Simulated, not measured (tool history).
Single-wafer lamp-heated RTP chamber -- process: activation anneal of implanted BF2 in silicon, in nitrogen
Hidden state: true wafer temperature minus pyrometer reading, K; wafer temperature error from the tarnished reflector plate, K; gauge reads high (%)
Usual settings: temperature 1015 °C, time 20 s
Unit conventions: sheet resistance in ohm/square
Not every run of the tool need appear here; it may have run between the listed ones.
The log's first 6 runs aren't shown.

run   hour  temperature  time  wafers since the last listed run  wafers since the last pyrometer calibration  wafers since the reflector plate was cleaned  hours since the gauge calibration  read-back reference wafer on the same gauge, sheet resistance  sheet resistance
     125.4  -- pyrometer window cleaned and pyrometer calibrated
  7  125.9         1001    20                               352                                            8                                          4053                              512.6                                                         121.09            138.78
  8  132.8         1035    18                               104                                          113                                          4158                              519.5                                                         121.20            117.76
  9  164.7         1035    18                               485                                          598                                          4644                              551.4                                                         120.84            117.49
 10  185.7         1015    20                               319                                          917                                          4963                              572.4                                                         120.58            127.71
 11  200.4         1015    20                               223                                         1141                                          5187                              587.1                                                         120.41            127.08
     227.7  -- pyrometer window cleaned and pyrometer calibrated
 12  228.2         1015    20                               301                                            7                                          5488                              614.9                                                         120.09            127.12
 13  243.0         1015    20                               225                                          232                                          5713                              629.7                                                         119.94            126.28
 14  259.8         1015    20                               255                                          488                                          5968                              646.5                                                         119.96            125.96
 15  272.0         1015    20                               185                                          673                                          6154                              658.7                                                         119.86            126.25
     282.2  -- gauge calibrated
 16  285.5          986    27                               205                                          879                                          6359                                3.3                                                         122.90            150.65
 17  299.6          990    27                               214                                         1093                                          6574                               17.4                                                         122.66            146.05
 18  333.8         1015    20                               520                                         1614                                          7094                               51.6                                                         123.07            128.72
     352.0  -- pyrometer window cleaned and pyrometer calibrated
     355.7  -- reflector plate cleaned
 19  363.9         1015    20                               280                                          124                                           124                               81.7                                                         122.68            129.78
 20  381.2         1015    20                               263                                          388                                           388                               99.0                                                         122.82            129.73
 21  410.0         1005     9                               438                                          826                                           826                              127.8                                                         122.92            147.14
 22  429.9         1023    13                               302                                         1128                                          1128                              147.7                                                         122.74            130.39
 23  444.5         1004    24                               222                                         1350                                          1350                              162.3                                                         122.68            135.35
     466.7  -- pyrometer window cleaned and pyrometer calibrated
 24  467.2         1035    20                               223                                            7                                          1574                              185.0                                                         122.90            117.58
 25  484.0         1039    23                               255                                          262                                          1830                              201.8                                                         122.50            113.81
 26  500.0         1029    15                               243                                          506                                          2073                              217.8                                                         122.48            124.13
 27  523.9         1015    20                               363                                          869                                          2437                              241.7                                                         122.39            129.00
 28  540.0          989    30                               244                                         1114                                          2681                              257.8                                                         122.37            144.89
 29  564.3          986    14                               369                                         1484                                          3051                              282.1                                                         122.29            159.21
     580.0  -- pyrometer window cleaned and pyrometer calibrated
 30  582.5         1044    20                               155                                           37                                          3206                              300.3                                                         122.41            113.26
 31  600.4         1044    20                               272                                          309                                          3478                              318.2                                                         122.18            113.47

Each row is a separate what-if for the run after 31, all from the same tool condition, not one after another. Results?
  A  600.8         1015    20                                 6                                          315                                          3485                              318.6                                                              ?                 ?
  B  600.8         1036    20                                 6                                          315                                          3485                              318.6                                                              ?                 ?
  C  600.8         1015    14                                 6                                          315                                          3485                              318.6                                                              ?                 ?
  D  600.8         1015    17                                 6                                          315                                          3485                              318.6                                                              ?                 ?
  E  600.8          985    20                                 6                                          315                                          3485                              318.6                                                              ?                 ?

run  read-back reference wafer on the same gauge, sheet resistance  sheet resistance
  A                                                         122.28            128.73
  B                                                         122.28            116.72
  C                                                         122.28            133.41
  D                                                         122.28            130.86
  E                                                         122.28            154.97
Without the tool's hidden state the same runs would have given:
run  sheet resistance
  A            129.55
  B            117.46
  C            134.26
  D            131.69
  E            155.96

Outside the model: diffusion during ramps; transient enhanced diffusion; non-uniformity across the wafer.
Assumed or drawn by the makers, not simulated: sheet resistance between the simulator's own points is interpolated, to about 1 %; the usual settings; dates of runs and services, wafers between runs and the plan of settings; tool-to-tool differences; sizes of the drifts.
